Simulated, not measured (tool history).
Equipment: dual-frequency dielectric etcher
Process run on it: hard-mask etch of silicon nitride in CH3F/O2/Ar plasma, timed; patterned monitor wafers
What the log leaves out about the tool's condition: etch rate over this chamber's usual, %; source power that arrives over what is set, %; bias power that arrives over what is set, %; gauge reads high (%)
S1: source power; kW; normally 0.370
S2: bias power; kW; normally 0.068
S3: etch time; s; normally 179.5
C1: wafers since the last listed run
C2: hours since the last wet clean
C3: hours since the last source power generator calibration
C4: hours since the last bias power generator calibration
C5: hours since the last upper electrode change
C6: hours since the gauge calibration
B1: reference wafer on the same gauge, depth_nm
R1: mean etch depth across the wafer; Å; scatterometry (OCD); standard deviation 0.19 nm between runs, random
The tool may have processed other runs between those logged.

run,hour,S1,S2,S3,C1,C2,C3,C4,C5,C6,B1,R1
1,0.0,0.370,0.068,179.5,0,447.8,4249.8,4694.6,2655.7,94.4,105.0,1212
2,11.2,0.370,0.068,179.5,66,459.0,4261.0,4705.8,2666.9,105.6,105.0,1211
3,24.5,0.370,0.057,179.5,78,472.3,4274.3,4719.1,2680.2,118.9,105.0,1154
4,35.9,0.370,0.057,179.5,67,483.7,4285.7,4730.5,2691.6,130.3,105.0,1152
5,51.4,0.370,0.057,179.5,91,499.2,4301.2,4746.0,2707.1,145.8,105.0,1155
# hour 59.8: bias power generator calibrated
# hour 82.0: upper electrode replaced
6,82.5,0.370,0.068,179.5,29,530.3,4332.3,22.7,0.5,176.9,105.0,1206
7,82.9,0.370,0.068,179.5,2,530.7,4332.7,23.1,0.9,177.3,105.0,1206
8,83.2,0.370,0.068,138.5,1,531.0,4333.0,23.4,1.2,177.6,105.0,931
9,87.1,0.370,0.053,179.5,22,534.9,4336.9,27.3,5.1,181.5,105.0,1128
# hour 92.6: gauge calibrated
# hour 112.9: source power generator calibrated
# hour 113.0: wet clean of the chamber
10,113.5,0.340,0.052,132.0,131,0.5,0.6,53.7,31.5,20.9,105.0,823
11,113.9,0.370,0.068,179.5,2,0.9,1.0,54.1,31.9,21.3,104.9,1242
12,120.8,0.450,0.076,208.0,40,7.8,7.9,61.0,38.8,28.2,105.0,1607
13,134.7,0.440,0.061,179.5,81,21.7,21.8,74.9,52.7,42.1,105.1,1294
14,150.6,0.370,0.057,179.5,93,37.6,37.7,90.8,68.6,58.0,105.0,1182
15,164.8,0.390,0.051,200.5,83,51.8,51.9,105.0,82.8,72.2,105.0,1312

Each row is a separate what-if for the run after 15, all from the same tool condition, not one after another. Results?
A,165.3,0.370,0.068,179.5,2,52.3,52.4,105.5,83.3,72.7,?,?
B,165.3,0.310,0.062,179.5,2,52.3,52.4,105.5,83.3,72.7,?,?
C,165.3,0.330,0.057,130.0,2,52.3,52.4,105.5,83.3,72.7,?,?

run,B1,R1
A,105.0,1237
B,105.0,1121
C,105.0,815
Stripped of hidden state, with their random variation kept, the same runs would have yielded:
run,R1
A,1239
B,1123
C,816
